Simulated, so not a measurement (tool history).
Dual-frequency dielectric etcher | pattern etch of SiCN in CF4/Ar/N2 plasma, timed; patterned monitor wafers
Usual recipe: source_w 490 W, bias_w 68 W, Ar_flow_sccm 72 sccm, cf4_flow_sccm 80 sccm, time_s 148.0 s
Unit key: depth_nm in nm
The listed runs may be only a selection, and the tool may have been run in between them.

| run | hour | source_w | bias_w | Ar_flow_sccm | cf4_flow_sccm | time_s | wafers since the last listed run | hours since the last wet clean | hours since the last source power generator calibration | hours since the last bias power generator calibration | hours since the last Ar flow controller change | hours since the last CF4 flow controller change | hours since the last upper electrode change | hours since the gauge calibration | read-back reference wafer on the same gauge, depth_nm | depth_nm |
|---|---|---|---|---|---|---|---|---|---|---|---|---|---|---|---|---|
| 1 | 0.0 | 490 | 68 | 72 | 80 | 163.0 | 0 | 32.6 | 2773.7 | 2746.8 | 1809.0 | 3419.9 | 5547.5 | 607.1 | 138.4 | 183.2 |
| 2 | 60.7 | 490 | 68 | 72 | 80 | 163.0 | 710 | 93.3 | 2834.4 | 2807.5 | 1869.7 | 3480.6 | 5608.2 | 667.8 | 138.0 | 179.5 |
| 3 | 114.1 | 490 | 56 | 72 | 80 | 125.5 | 625 | 146.7 | 2887.8 | 2860.9 | 1923.1 | 3534.0 | 5661.6 | 721.2 | 138.2 | 129.7 |
| 4 | 329.9 | 460 | 68 | 72 | 80 | 148.0 | 2526 | 362.5 | 3103.6 | 3076.7 | 2138.9 | 3749.8 | 5877.4 | 937.0 | 138.3 | 148.5 |
|  | 370.7 | wet clean of the chamber |
| 5 | 392.8 | 460 | 68 | 72 | 80 | 148.0 | 455 | 22.1 | 3166.5 | 3139.6 | 2201.8 | 3812.7 | 5940.3 | 999.9 | 138.1 | 155.6 |
| 6 | 454.0 | 460 | 68 | 72 | 80 | 148.0 | 716 | 83.3 | 3227.7 | 3200.8 | 2263.0 | 3873.9 | 6001.5 | 1061.1 | 138.0 | 154.8 |
|  | 475.6 | CF4 flow controller replaced |
| 7 | 484.7 | 490 | 68 | 72 | 80 | 148.0 | 289 | 114.0 | 3258.4 | 3231.5 | 2293.7 | 9.1 | 6032.2 | 1091.8 | 138.1 | 163.7 |
| 8 | 546.9 | 490 | 68 | 72 | 80 | 148.0 | 728 | 176.2 | 3320.6 | 3293.7 | 2355.9 | 71.3 | 6094.4 | 1154.0 | 138.1 | 163.0 |
| 9 | 596.0 | 490 | 68 | 72 | 80 | 148.0 | 574 | 225.3 | 3369.7 | 3342.8 | 2405.0 | 120.4 | 6143.5 | 1203.1 | 138.3 | 161.0 |
| 10 | 629.5 | 490 | 68 | 72 | 80 | 163.0 | 392 | 258.8 | 3403.2 | 3376.3 | 2438.5 | 153.9 | 6177.0 | 1236.6 | 137.5 | 178.2 |
| 11 | 658.9 | 490 | 62 | 72 | 62 | 110.5 | 344 | 288.2 | 3432.6 | 3405.7 | 2467.9 | 183.3 | 6206.4 | 1266.0 | 137.8 | 109.6 |
|  | 665.6 | source power generator calibrated |
|  | 690.3 | bias power generator calibrated |
| 12 | 693.2 | 490 | 78 | 72 | 71 | 125.5 | 307 | 322.5 | 27.6 | 2.9 | 2502.2 | 217.6 | 6240.7 | 1300.3 | 137.7 | 137.1 |
|  | 711.8 | gauge calibrated |
| 13 | 736.7 | 540 | 73 | 72 | 80 | 148.0 | 509 | 366.0 | 71.1 | 46.4 | 2545.7 | 261.1 | 6284.2 | 24.9 | 138.1 | 177.5 |
|  | 764.9 | Ar flow controller replaced |
|  | 776.5 | wet clean of the chamber |
| 14 | 777.0 | 540 | 73 | 72 | 80 | 148.0 | 266 | 0.5 | 111.4 | 86.7 | 12.1 | 301.4 | 6324.5 | 65.2 | 137.9 | 187.8 |
|  | 801.9 | upper electrode replaced |
| 15 | 827.9 | 410 | 54 | 72 | 97 | 148.0 | 314 | 51.4 | 162.3 | 137.6 | 63.0 | 352.3 | 26.0 | 116.1 | 138.0 | 133.8 |
| 16 | 869.7 | 490 | 58 | 72 | 80 | 148.0 | 489 | 93.2 | 204.1 | 179.4 | 104.8 | 394.1 | 67.8 | 157.9 | 138.2 | 158.1 |

For run 17, what comes out?
| 17 | 920.6 | 490 | 68 | 72 | 80 | 148.0 | 595 | 144.1 | 255.0 | 230.3 | 155.7 | 445.0 | 118.7 | 208.8 | ? | ? |

Run 17 produced read-back reference wafer on the same gauge, depth_nm 138.1, depth_nm 164.8 nm.
Take away the tool's hidden state, keep the run-to-run variation as it was, and the same run would have given depth_nm 165.8 nm.
